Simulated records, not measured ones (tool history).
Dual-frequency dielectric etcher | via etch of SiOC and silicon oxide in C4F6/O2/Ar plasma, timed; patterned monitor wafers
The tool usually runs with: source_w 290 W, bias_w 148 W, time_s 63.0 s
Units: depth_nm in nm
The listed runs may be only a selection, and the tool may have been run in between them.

run,day,source_w,bias_w,time_s,wafers since the last listed run,hours since the last wet clean,hours since the last source power generator calibration,hours since the last bias power generator calibration,hours since the last upper electrode change,hours since the gauge calibration,"read-back reference wafer on the same gauge, depth_nm",depth_nm
1,0.000,290,148,56.0,0,457.9,2474.1,23.6,3458.4,14.7,63.0,52.4
2,0.738,290,148,63.0,132,475.6,2491.8,41.3,3476.1,32.4,63.0,57.9
3,1.150,290,148,63.0,74,485.5,2501.7,51.2,3486.0,42.3,63.1,58.1
4,1.521,290,148,63.0,66,494.4,2510.6,60.1,3494.9,51.2,63.1,58.6
5,1.800,290,148,63.0,50,501.1,2517.3,66.8,3501.6,57.9,63.0,58.3
6,2.454,290,148,63.0,117,516.8,2533.0,82.5,3517.3,73.6,63.0,58.0
7,2.754,290,148,63.0,54,524.0,2540.2,89.7,3524.5,80.8,63.0,58.4
8,3.171,290,162,56.5,75,534.0,2550.2,99.7,3534.5,90.8,63.0,53.5
9,3.829,290,148,69.5,118,549.8,2566.0,115.5,3550.3,106.6,63.0,64.3
10,4.200,260,178,50.5,66,558.7,2574.9,124.4,3559.2,115.5,63.0,47.9
# day 5.371: wet clean of the chamber
11,5.392,290,148,63.0,34,0.5,2603.5,153.0,3587.8,144.1,62.9,60.7
12,5.404,290,148,63.0,2,0.8,2603.8,153.3,3588.1,144.4,63.1,60.5
13,5.417,220,148,75.0,2,1.1,2604.1,153.6,3588.4,144.7,63.0,66.4
14,5.725,290,162,63.0,55,8.5,2611.5,161.0,3595.8,152.1,63.0,62.3
15,6.012,290,148,63.0,51,15.4,2618.4,167.9,3602.7,159.0,62.9,61.1
16,6.662,290,148,63.0,117,31.0,2634.0,183.5,3618.3,174.6,63.0,60.3
# day 7.171: source power generator calibrated
17,7.192,290,148,63.0,65,43.7,0.5,196.2,3631.0,187.3,63.1,60.4
18,7.600,260,139,74.0,73,53.5,10.3,206.0,3640.8,197.1,62.9,68.0
# day 9.104: upper electrode replaced
19,9.125,310,172,63.0,94,90.1,46.9,242.6,0.5,233.7,62.9,63.9
20,9.138,230,148,80.0,2,90.4,47.2,242.9,0.8,234.0,63.0,71.1
21,9.196,290,148,72.0,10,91.8,48.6,244.3,2.2,235.4,63.1,68.3

For run 22, what comes out?
22,9.842,290,148,63.0,116,107.3,64.1,259.8,17.7,250.9,?,?

read-back reference wafer on the same gauge, depth_nm: 63.0
depth_nm: 59.5 nm
The same run, on a tool lacking any hidden state, would have yielded depth_nm 59.9 nm.
